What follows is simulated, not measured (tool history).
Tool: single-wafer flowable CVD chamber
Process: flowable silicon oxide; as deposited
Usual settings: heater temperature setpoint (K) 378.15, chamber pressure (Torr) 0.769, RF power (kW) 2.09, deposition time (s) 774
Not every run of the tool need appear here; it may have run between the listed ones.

| run | day | heater temperature setpoint (K) | chamber pressure (Torr) | RF power (kW) | deposition time (s) | wafers since the last listed run | hours since the last thermocouple change | hours since the last RF generator calibration | hours since the last manometer calibration | hours since the showerhead was replaced | hours since the gauge calibration | read-back reference wafer on the same gauge, thickness_nm | mean film thickness on the monitor wafer (angstrom) |
|---|---|---|---|---|---|---|---|---|---|---|---|---|---|
| 1 | 0 | 378.15 | 0.769 | 1.94 | 774 | 0 | 453.2 | 447.6 | 1055.4 | 4239.6 | 831.4 | 314.365 | 3474.49 |
| 2 | 2.567 | 378.15 | 0.769 | 2.09 | 774 | 216 | 514.8 | 509.2 | 1117 | 4301.2 | 893 | 313.852 | 3558.38 |
| 3 | 5.504 | 378.15 | 0.769 | 2.09 | 774 | 248 | 585.3 | 579.7 | 1187.5 | 4371.7 | 963.5 | 313.923 | 3563.85 |
| 4 | 8.017 | 378.15 | 0.769 | 2.09 | 774 | 212 | 645.6 | 640 | 1247.8 | 4432 | 1023.8 | 314.055 | 3541.19 |
| 5 | 11.525 | 378.15 | 0.769 | 2.09 | 735 | 296 | 729.8 | 724.2 | 1332 | 4516.2 | 1108 | 313.892 | 3374.53 |
|  | 12.325 | gauge calibrated |
| 6 | 15.212 | 378.15 | 0.769 | 2.09 | 735 | 311 | 818.3 | 812.7 | 1420.5 | 4604.7 | 69.3 | 313.965 | 3370.84 |
| 7 | 19.496 | 378.15 | 0.769 | 2.09 | 774 | 361 | 921.1 | 915.5 | 1523.3 | 4707.5 | 172.1 | 314.032 | 3562.09 |
| 8 | 23.279 | 378.15 | 0.769 | 2.09 | 774 | 319 | 1011.9 | 1006.3 | 1614.1 | 4798.3 | 262.9 | 313.719 | 3553.96 |
|  | 27.025 | thermocouple changed; heater temperature recalibrated |
| 9 | 27.283 | 378.15 | 0.769 | 2.09 | 774 | 310 | 6.2 | 1102.4 | 1710.2 | 4894.4 | 359 | 313.863 | 3556.55 |
|  | 31.125 | showerhead replaced |
| 10 | 31.388 | 378.15 | 0.769 | 2.09 | 774 | 318 | 104.7 | 1200.9 | 1808.7 | 6.3 | 457.5 | 313.833 | 3552.54 |
| 11 | 34.5 | 378.15 | 0.769 | 2.09 | 774 | 262 | 179.4 | 1275.6 | 1883.4 | 81 | 532.2 | 313.855 | 3556.49 |
|  | 36.304 | RF generator calibrated |
| 12 | 37.421 | 378.15 | 0.865 | 2.09 | 737 | 218 | 249.5 | 26.8 | 1953.5 | 151.1 | 602.3 | 313.965 | 3798.87 |
| 13 | 39.292 | 378.15 | 0.769 | 2.09 | 774 | 158 | 294.4 | 71.7 | 1998.4 | 196 | 647.2 | 314.026 | 3557.74 |
| 14 | 41.238 | 378.15 | 0.769 | 2.09 | 774 | 164 | 341.1 | 118.4 | 2045.1 | 242.7 | 693.9 | 314.073 | 3570.05 |
| 15 | 44.838 | 390.15 | 0.59 | 1.895 | 646 | 304 | 427.5 | 204.8 | 2131.5 | 329.1 | 780.3 | 313.822 | 1425.97 |
| 16 | 48.092 | 393.15 | 0.593 | 2.09 | 899 | 274 | 505.6 | 282.9 | 2209.6 | 407.2 | 858.4 | 313.893 | 1867.86 |
|  | 51.008 | capacitance manometer re-zeroed and calibrated |
| 17 | 51.029 | 382.15 | 0.769 | 2.31 | 774 | 219 | 576.1 | 353.4 | 0.5 | 477.7 | 928.9 | 313.908 | 3142.55 |
| 18 | 54.046 | 378.15 | 0.769 | 2.25 | 727 | 254 | 648.5 | 425.8 | 72.9 | 550.1 | 1001.3 | 313.934 | 3432.39 |
| 19 | 56.388 | 366.15 | 0.647 | 2.09 | 909 | 197 | 704.7 | 482 | 129.1 | 606.3 | 1057.5 | 313.755 | 5500.9 |
| 20 | 59.542 | 378.15 | 0.902 | 2.09 | 774 | 266 | 780.4 | 557.7 | 204.8 | 682 | 1133.2 | 314.147 | 4167.86 |
|  | 63.288 | gauge calibrated |
| 21 | 63.308 | 378.15 | 0.769 | 2.09 | 774 | 318 | 870.8 | 648.1 | 295.2 | 772.4 | 0.5 | 313.905 | 3546.17 |
| 22 | 67.388 | 387.15 | 0.769 | 2.09 | 734 | 344 | 968.7 | 746 | 393.1 | 870.3 | 98.4 | 313.868 | 2408.87 |
|  | 70.683 | thermocouple changed; heater temperature recalibrated |
| 23 | 71.483 | 390.15 | 0.769 | 2.29 | 774 | 317 | 19.2 | 844.3 | 491.4 | 968.6 | 196.7 | 314.195 | 2367.57 |
| 24 | 73.338 | 378.15 | 0.769 | 2.485 | 774 | 156 | 63.7 | 888.8 | 535.9 | 1013.1 | 241.2 | 313.861 | 3698.06 |
| 25 | 75.712 | 365.15 | 0.945 | 2.385 | 774 | 200 | 120.7 | 945.8 | 592.9 | 1070.1 | 298.2 | 314.149 | 7381.65 |
| 26 | 79.242 | 385.15 | 0.769 | 2.09 | 774 | 298 | 205.4 | 1030.5 | 677.6 | 1154.8 | 382.9 | 314.037 | 2756.31 |
| 27 | 81.462 | 378.15 | 0.769 | 2.09 | 774 | 187 | 258.7 | 1083.8 | 730.9 | 1208.1 | 436.2 | 314.16 | 3564.7 |
|  | 82.588 | RF generator calibrated |
| 28 | 84 | 378.15 | 0.769 | 2.09 | 774 | 186 | 319.6 | 33.9 | 791.8 | 1269 | 497.1 | 313.874 | 3554.23 |
| 29 | 85.662 | 378.15 | 0.769 | 2.43 | 774 | 140 | 359.5 | 73.8 | 831.7 | 1308.9 | 537 | 314.155 | 3677.67 |

Exercise: give the hidden state of the tool at every run:
wafer temperature above the value expected at the setpoint (K): 0 at every run
delivered RF power above the setpoint (%): 0 at every run
true pressure above the setpoint (%): 0 at every run
gauge reads high (%): 0 at every run

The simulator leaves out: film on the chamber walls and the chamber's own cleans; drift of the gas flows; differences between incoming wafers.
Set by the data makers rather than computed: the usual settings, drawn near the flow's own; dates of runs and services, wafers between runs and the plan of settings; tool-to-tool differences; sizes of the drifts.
